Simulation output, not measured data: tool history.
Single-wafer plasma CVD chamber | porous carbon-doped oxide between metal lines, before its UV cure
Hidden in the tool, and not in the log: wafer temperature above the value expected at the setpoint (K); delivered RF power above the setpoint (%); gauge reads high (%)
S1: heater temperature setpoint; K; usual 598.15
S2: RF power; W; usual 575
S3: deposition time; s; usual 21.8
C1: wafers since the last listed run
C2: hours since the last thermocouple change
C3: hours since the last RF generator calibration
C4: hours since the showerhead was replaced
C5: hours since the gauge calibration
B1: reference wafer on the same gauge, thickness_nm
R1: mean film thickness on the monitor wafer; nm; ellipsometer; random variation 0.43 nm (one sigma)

run,hour,S1,S2,S3,C1,C2,C3,C4,C5,B1,R1
1,0,598.15,575,22.7,0,670.4,375.1,4997.1,840.6,142.855,126.093
# hour 19.7: gauge calibrated
2,48.4,598.15,575,22.7,1224,718.8,423.5,5045.5,28.7,143.105,125.365
3,157.7,598.15,575,24.1,2765,828.1,532.8,5154.8,138,142.889,134.316
4,226.5,598.15,575,24.1,1741,896.9,601.6,5223.6,206.8,143.111,132.374
5,270.5,598.15,575,24.1,1113,940.9,645.6,5267.6,250.8,143.183,132.277
6,337.9,598.15,665,19.1,1705,1008.3,713,5335,318.2,143.333,112.695
7,407.1,598.15,575,21.8,1751,1077.5,782.2,5404.2,387.4,142.849,120.615
8,434.9,598.15,575,21.8,703,1105.3,810,5432,415.2,142.884,120.075
9,482.7,598.15,575,21.8,1209,1153.1,857.8,5479.8,463,142.773,119.671
10,507.2,598.15,575,21.8,619,1177.6,882.3,5504.3,487.5,143.064,119.795
11,563,598.15,575,21.8,1412,1233.4,938.1,5560.1,543.3,142.689,119.693
12,630.1,598.15,575,21.8,1698,1300.5,1005.2,5627.2,610.4,142.934,119.109
13,662.9,598.15,575,21.8,830,1333.3,1038,5660,643.2,143.005,118.915
14,708.7,613.15,575,21.8,1159,1379.1,1083.8,5705.8,689,143.118,110.747
15,775.4,606.15,665,21.8,1687,1445.8,1150.5,5772.5,755.7,143.16,121.986
# hour 799.1: showerhead replaced
# hour 829: RF generator calibrated
16,833.1,598.15,575,21.8,1055,1503.5,4.1,34,813.4,142.864,121.217
17,863,586.15,630,17.6,756,1533.4,34,63.9,843.3,142.805,108.236
# hour 873.4: thermocouple changed; heater temperature recalibrated
18,910.5,593.15,575,20.5,999,37.1,81.5,111.4,890.8,143.141,117.376
# hour 919.8: gauge calibrated
19,936.4,598.15,575,25.8,655,63,107.4,137.3,16.6,142.799,142.343
20,1002.2,598.15,575,21.8,1665,128.8,173.2,203.1,82.4,142.952,122.372
21,1047.2,605.15,480,24.3,1138,173.8,218.2,248.1,127.4,143.095,121.024
22,1109.8,592.15,575,21.8,1584,236.4,280.8,310.7,190,143.107,125.604
23,1152.5,598.15,575,21.8,1080,279.1,323.5,353.4,232.7,143.025,121.237
24,1179.2,605.15,675,21.8,675,305.8,350.2,380.1,259.4,142.705,126.499

Forecast each of these 4 alternatives for the next run:
A,1179.6,598.15,575,24.4,10,306.2,350.6,380.5,259.8,?,?
B,1179.6,598.15,680,17.6,10,306.2,350.6,380.5,259.8,?,?
C,1179.6,598.15,675,21.8,10,306.2,350.6,380.5,259.8,?,?
D,1179.6,598.15,635,25.8,10,306.2,350.6,380.5,259.8,?,?

run,B1,R1
A,142.66,136.268
B,142.66,107.225
C,142.66,131.372
D,142.66,150.343
Without the tool's hidden state the same runs would have given:
run,R1
A,137.094
B,107.875
C,132.169
D,151.255
